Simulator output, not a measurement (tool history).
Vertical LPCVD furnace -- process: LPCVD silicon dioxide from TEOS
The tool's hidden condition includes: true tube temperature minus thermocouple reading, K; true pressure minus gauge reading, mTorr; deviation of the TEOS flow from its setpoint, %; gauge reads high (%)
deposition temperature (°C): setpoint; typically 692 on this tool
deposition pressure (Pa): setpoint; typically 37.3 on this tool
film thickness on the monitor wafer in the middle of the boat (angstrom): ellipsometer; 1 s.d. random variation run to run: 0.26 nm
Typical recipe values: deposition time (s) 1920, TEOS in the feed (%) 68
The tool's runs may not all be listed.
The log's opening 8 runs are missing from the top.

run   hour  deposition temperature (°C)  deposition pressure (Pa)  deposition time (s)  TEOS in the feed (%)  wafers since the last listed run  hours since the last temperature calibration  hours since the pressure gauge was zeroed  hours since the TEOS flow controller was replaced  hours since the gauge calibration  read-back reference wafer on the same gauge, thickness  film thickness on the monitor wafer in the middle of the boat (angstrom)
  9   90.8                          692                      37.3                 1350                    68                               289                                        1406.9                                     2726.8                                             4804.0                              453.3                                                  184.04                                                                    1289.7
 10  102.2                          692                      37.3                 1350                    68                               230                                        1418.3                                     2738.2                                             4815.4                              464.7                                                  184.08                                                                    1289.8
 11  110.5                          683                      37.3                 1920                    68                               168                                        1426.6                                     2746.5                                             4823.7                              473.0                                                  183.97                                                                    1482.3
 12  119.2                          683                      37.3                 1920                    68                               176                                        1435.3                                     2755.2                                             4832.4                              481.7                                                  183.95                                                                    1484.3
     143.5  -- pressure gauge zeroed
 13  144.0                          692                      37.3                 1920                    68                                16                                        1460.1                                        0.5                                             4857.2                              506.5                                                  184.01                                                                    1836.4
     145.1  -- gauge calibrated
 14  152.6                          692                      46.0                 1290                    76                               174                                        1468.7                                        9.1                                             4865.8                                7.5                                                  183.91                                                                    1447.1
     180.6  -- thermocouples replaced and temperature profile calibrated
     204.0  -- TEOS flow controller replaced
 15  204.5                          697                      37.3                 1230                    68                                90                                          23.9                                       61.0                                                0.5                               59.4                                                  184.03                                                                    1259.4
 16  208.5                          682                      37.3                 1920                    68                                80                                          27.9                                       65.0                                                4.5                               63.4                                                  183.93                                                                    1375.6
 17  212.5                          681                      37.3                 1920                    68                                80                                          31.9                                       69.0                                                8.5                               67.4                                                  184.02                                                                    1341.7
 18  216.5                          692                      37.3                 1920                    68                                80                                          35.9                                       73.0                                               12.5                               71.4                                                  183.93                                                                    1747.4
 19  220.5                          692                      37.3                 1920                    68                                80                                          39.9                                       77.0                                               16.5                               75.4                                                  184.10                                                                    1752.3
 20  229.7                          692                      37.3                 1920                    68                               186                                          49.1                                       86.2                                               25.7                               84.6                                                  183.94                                                                    1749.1
 21  239.9                          700                      37.3                 1230                    58                               206                                          59.3                                       96.4                                               35.9                               94.8                                                  183.99                                                                    1250.2
 22  251.5                          692                      32.0                 1590                    68                               234                                          70.9                                      108.0                                               47.5                              106.4                                                  183.98                                                                    1341.0
 23  262.5                          692                      37.3                 1920                    68                               222                                          81.9                                      119.0                                               58.5                              117.4                                                  184.03                                                                    1751.3
 24  271.8                          692                      37.3                 1920                    68                               188                                          91.2                                      128.3                                               67.8                              126.7                                                  184.03                                                                    1760.6
 25  285.0                          692                      41.3                 1500                    68                               267                                         104.4                                      141.5                                               81.0                              139.9                                                  183.95                                                                    1442.2
 26  296.0                          683                      37.3                 1920                    61                               222                                         115.4                                      152.5                                               92.0                              150.9                                                  184.05                                                                    1343.1
 27  314.4                          692                      37.3                 1920                    68                               372                                         133.8                                      170.9                                              110.4                              169.3                                                  183.91                                                                    1765.1
 28  330.1                          692                      37.3                 1920                    68                               317                                         149.5                                      186.6                                              126.1                              185.0                                                  183.97                                                                    1760.1
 29  338.3                          692                      37.3                 1380                    63                               166                                         157.7                                      194.8                                              134.3                              193.2                                                  183.96                                                                    1224.4
 30  358.1                          692                      34.0                 1920                    68                               400                                         177.5                                      214.6                                              154.1                              213.0                                                  184.04                                                                    1687.5
 31  375.1                          701                      37.3                 1920                    73                               344                                         194.5                                      231.6                                              171.1                              230.0                                                  184.04                                                                    2261.9

Each row is a separate what-if for the run after 31, all from the same tool condition, not one after another. Results?
  A  379.2                          692                      37.3                 1920                    68                                83                                         198.6                                      235.7                                              175.2                              234.1                                                       ?                                                                         ?
  B  379.2                          703                      37.3                 1920                    68                                83                                         198.6                                      235.7                                              175.2                              234.1                                                       ?                                                                         ?
  C  379.2                          692                      34.7                 1920                    68                                83                                         198.6                                      235.7                                              175.2                              234.1                                                       ?                                                                         ?
  D  379.2                          702                      37.3                 1920                    68                                83                                         198.6                                      235.7                                              175.2                              234.1                                                       ?                                                                         ?

run  read-back reference wafer on the same gauge, thickness  film thickness on the monitor wafer in the middle of the boat (angstrom)
  A                                                  184.04                                                                    1772.1
  B                                                  184.04                                                                    2290.6
  C                                                  184.04                                                                    1707.6
  D                                                  184.04                                                                    2238.3
Stripped of hidden state, with their random variation kept, the same runs would have yielded:
run  film thickness on the monitor wafer in the middle of the boat (angstrom)
  A                                                                    1731.7
  B                                                                    2239.6
  C                                                                    1668.7
  D                                                                    2188.4
